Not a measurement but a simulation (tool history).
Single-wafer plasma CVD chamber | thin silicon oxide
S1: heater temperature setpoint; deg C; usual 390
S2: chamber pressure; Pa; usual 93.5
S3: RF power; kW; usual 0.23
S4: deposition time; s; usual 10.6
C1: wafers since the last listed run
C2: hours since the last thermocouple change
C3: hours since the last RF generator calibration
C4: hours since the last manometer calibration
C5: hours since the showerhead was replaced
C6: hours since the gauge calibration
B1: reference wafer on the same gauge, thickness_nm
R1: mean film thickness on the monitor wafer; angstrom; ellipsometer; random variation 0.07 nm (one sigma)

{"run": 1, "hour": 0.0, "S1": 390, "S2": 93.5, "S3": 0.23, "S4": 10.6, "C1": 0, "C2": 1778.7, "C3": 2151.7, "C4": 1157.4, "C5": 6832.7, "C6": 364, "B1": 13.608, "R1": 144.91}
{"run": 2, "hour": 13.9, "S1": 390, "S2": 93.5, "S3": 0.23, "S4": 10.6, "C1": 352, "C2": 1792.6, "C3": 2165.6, "C4": 1171.3, "C5": 6846.6, "C6": 377.9, "B1": 13.598, "R1": 145.36}
{"run": 3, "hour": 21.0, "S1": 390, "S2": 93.5, "S3": 0.23, "S4": 10.6, "C1": 180, "C2": 1799.7, "C3": 2172.7, "C4": 1178.4, "C5": 6853.7, "C6": 385, "B1": 13.602, "R1": 145.08}
{"run": 4, "hour": 27.3, "S1": 390, "S2": 93.5, "S3": 0.23, "S4": 10.6, "C1": 159, "C2": 1806, "C3": 2179, "C4": 1184.7, "C5": 6860, "C6": 391.3, "B1": 13.569, "R1": 145.84}
{"hour": 41.4, "done": "capacitance manometer re-zeroed and calibrated"}
{"run": 5, "hour": 41.9, "S1": 390, "S2": 93.5, "S3": 0.23, "S4": 10.6, "C1": 167, "C2": 1820.6, "C3": 2193.6, "C4": 0.5, "C5": 6874.6, "C6": 405.9, "B1": 13.573, "R1": 137.48}
{"hour": 54.7, "done": "RF generator calibrated"}
{"run": 6, "hour": 55.2, "S1": 390, "S2": 93.5, "S3": 0.23, "S4": 10.6, "C1": 134, "C2": 1833.9, "C3": 0.5, "C4": 13.8, "C5": 6887.9, "C6": 419.2, "B1": 13.589, "R1": 137.36}
{"run": 7, "hour": 55.8, "S1": 390, "S2": 93.5, "S3": 0.23, "S4": 10.6, "C1": 15, "C2": 1834.5, "C3": 1.1, "C4": 14.4, "C5": 6888.5, "C6": 419.8, "B1": 13.587, "R1": 138.77}
{"run": 8, "hour": 65.0, "S1": 390, "S2": 93.5, "S3": 0.22, "S4": 10.6, "C1": 233, "C2": 1843.7, "C3": 10.3, "C4": 23.6, "C5": 6897.7, "C6": 429, "B1": 13.603, "R1": 133.9}
{"run": 9, "hour": 73.6, "S1": 390, "S2": 93.5, "S3": 0.23, "S4": 10.6, "C1": 218, "C2": 1852.3, "C3": 18.9, "C4": 32.2, "C5": 6906.3, "C6": 437.6, "B1": 13.596, "R1": 138.12}
{"hour": 78.5, "done": "gauge calibrated"}
{"run": 10, "hour": 102.9, "S1": 390, "S2": 93.5, "S3": 0.23, "S4": 10.6, "C1": 743, "C2": 1881.6, "C3": 48.2, "C4": 61.5, "C5": 6935.6, "C6": 24.4, "B1": 13.563, "R1": 137.03}
{"hour": 112.1, "done": "thermocouple changed; heater temperature recalibrated"}
{"run": 11, "hour": 117.1, "S1": 390, "S2": 93.5, "S3": 0.23, "S4": 10.6, "C1": 157, "C2": 5, "C3": 62.4, "C4": 75.7, "C5": 6949.8, "C6": 38.6, "B1": 13.624, "R1": 138.49}
{"run": 12, "hour": 126.3, "S1": 405, "S2": 80.4, "S3": 0.245, "S4": 12.1, "C1": 233, "C2": 14.2, "C3": 71.6, "C4": 84.9, "C5": 6959, "C6": 47.8, "B1": 13.613, "R1": 138.58}
{"run": 13, "hour": 138.9, "S1": 379, "S2": 93.5, "S3": 0.23, "S4": 9.1, "C1": 319, "C2": 26.8, "C3": 84.2, "C4": 97.5, "C5": 6971.6, "C6": 60.4, "B1": 13.591, "R1": 118.96}
{"run": 14, "hour": 148.5, "S1": 390, "S2": 76.9, "S3": 0.23, "S4": 9.1, "C1": 243, "C2": 36.4, "C3": 93.8, "C4": 107.1, "C5": 6981.2, "C6": 70, "B1": 13.627, "R1": 97.15}
{"run": 15, "hour": 156.0, "S1": 402, "S2": 93.5, "S3": 0.23, "S4": 9.1, "C1": 190, "C2": 43.9, "C3": 101.3, "C4": 114.6, "C5": 6988.7, "C6": 77.5, "B1": 13.583, "R1": 116.14}
{"hour": 168.1, "done": "showerhead replaced"}
{"run": 16, "hour": 169.6, "S1": 390, "S2": 93.5, "S3": 0.23, "S4": 10.6, "C1": 142, "C2": 57.5, "C3": 114.9, "C4": 128.2, "C5": 1.5, "C6": 91.1, "B1": 13.59, "R1": 136.53}
{"run": 17, "hour": 180.8, "S1": 390, "S2": 93.5, "S3": 0.23, "S4": 10.6, "C1": 284, "C2": 68.7, "C3": 126.1, "C4": 139.4, "C5": 12.7, "C6": 102.3, "B1": 13.56, "R1": 138.58}
{"run": 18, "hour": 195.1, "S1": 390, "S2": 74.5, "S3": 0.245, "S4": 10.6, "C1": 362, "C2": 83, "C3": 140.4, "C4": 153.7, "C5": 27, "C6": 116.6, "B1": 13.591, "R1": 113.35}
{"run": 19, "hour": 209.0, "S1": 390, "S2": 93.5, "S3": 0.23, "S4": 10.6, "C1": 352, "C2": 96.9, "C3": 154.3, "C4": 167.6, "C5": 40.9, "C6": 130.5, "B1": 13.622, "R1": 139}
{"run": 20, "hour": 216.5, "S1": 402, "S2": 84.1, "S3": 0.275, "S4": 9.7, "C1": 190, "C2": 104.4, "C3": 161.8, "C4": 175.1, "C5": 48.4, "C6": 138, "B1": 13.596, "R1": 125.02}
{"run": 21, "hour": 227.3, "S1": 394, "S2": 110.5, "S3": 0.265, "S4": 10.1, "C1": 274, "C2": 115.2, "C3": 172.6, "C4": 185.9, "C5": 59.2, "C6": 148.8, "B1": 13.572, "R1": 167.68}
{"run": 22, "hour": 237.8, "S1": 390, "S2": 93.5, "S3": 0.27, "S4": 10.6, "C1": 266, "C2": 125.7, "C3": 183.1, "C4": 196.4, "C5": 69.7, "C6": 159.3, "B1": 13.618, "R1": 151.14}
{"run": 23, "hour": 247.5, "S1": 390, "S2": 106.3, "S3": 0.195, "S4": 10.6, "C1": 246, "C2": 135.4, "C3": 192.8, "C4": 206.1, "C5": 79.4, "C6": 169, "B1": 13.618, "R1": 139.92}
{"run": 24, "hour": 259.3, "S1": 390, "S2": 93.5, "S3": 0.23, "S4": 10.6, "C1": 299, "C2": 147.2, "C3": 204.6, "C4": 217.9, "C5": 91.2, "C6": 180.8, "B1": 13.604, "R1": 139.2}
{"run": 25, "hour": 271.3, "S1": 404, "S2": 93.5, "S3": 0.23, "S4": 9.6, "C1": 304, "C2": 159.2, "C3": 216.6, "C4": 229.9, "C5": 103.2, "C6": 192.8, "B1": 13.591, "R1": 123.32}
{"run": 26, "hour": 284.5, "S1": 396, "S2": 113.6, "S3": 0.23, "S4": 10.6, "C1": 334, "C2": 172.4, "C3": 229.8, "C4": 243.1, "C5": 116.4, "C6": 206, "B1": 13.638, "R1": 166.55}
{"run": 27, "hour": 301.9, "S1": 390, "S2": 93.5, "S3": 0.195, "S4": 9.6, "C1": 441, "C2": 189.8, "C3": 247.2, "C4": 260.5, "C5": 133.8, "C6": 223.4, "B1": 13.609, "R1": 112.25}
{"run": 28, "hour": 314.2, "S1": 390, "S2": 113.1, "S3": 0.205, "S4": 12.2, "C1": 312, "C2": 202.1, "C3": 259.5, "C4": 272.8, "C5": 146.1, "C6": 235.7, "B1": 13.586, "R1": 176.85}

How the hidden state differs across the entries between the runs, from the last listed run before each to the first after it:
Between runs 4 and 5: capacitance manometer re-zeroed and calibrated (hour 41.4)
  true pressure above the setpoint (%): 7.8 -> 1.85
  measured less the result without the state, R1: +10.49 -> +2.49 angstrom
Between runs 5 and 6: RF generator calibrated (hour 54.7)
  no hidden state differs between the two runs
  measured less the result without the state, R1: +2.49 -> +2.48 angstrom
Between runs 9 and 10: gauge calibrated (hour 78.5)
  true pressure above the setpoint (%): 1.85 -> 1.87
  measured less the result without the state, R1: +2.5 -> +2.51 angstrom
Between runs 10 and 11: thermocouple changed; heater temperature recalibrated (hour 112.1)
  true pressure above the setpoint (%): 1.87 -> 1.88
  measured less the result without the state, R1: +2.51 -> +2.54 angstrom
Between runs 15 and 16: showerhead replaced (hour 168.1)
  true pressure above the setpoint (%): 1.92 -> 1.93
  measured less the result without the state, R1: +2.18 -> +2.59 angstrom

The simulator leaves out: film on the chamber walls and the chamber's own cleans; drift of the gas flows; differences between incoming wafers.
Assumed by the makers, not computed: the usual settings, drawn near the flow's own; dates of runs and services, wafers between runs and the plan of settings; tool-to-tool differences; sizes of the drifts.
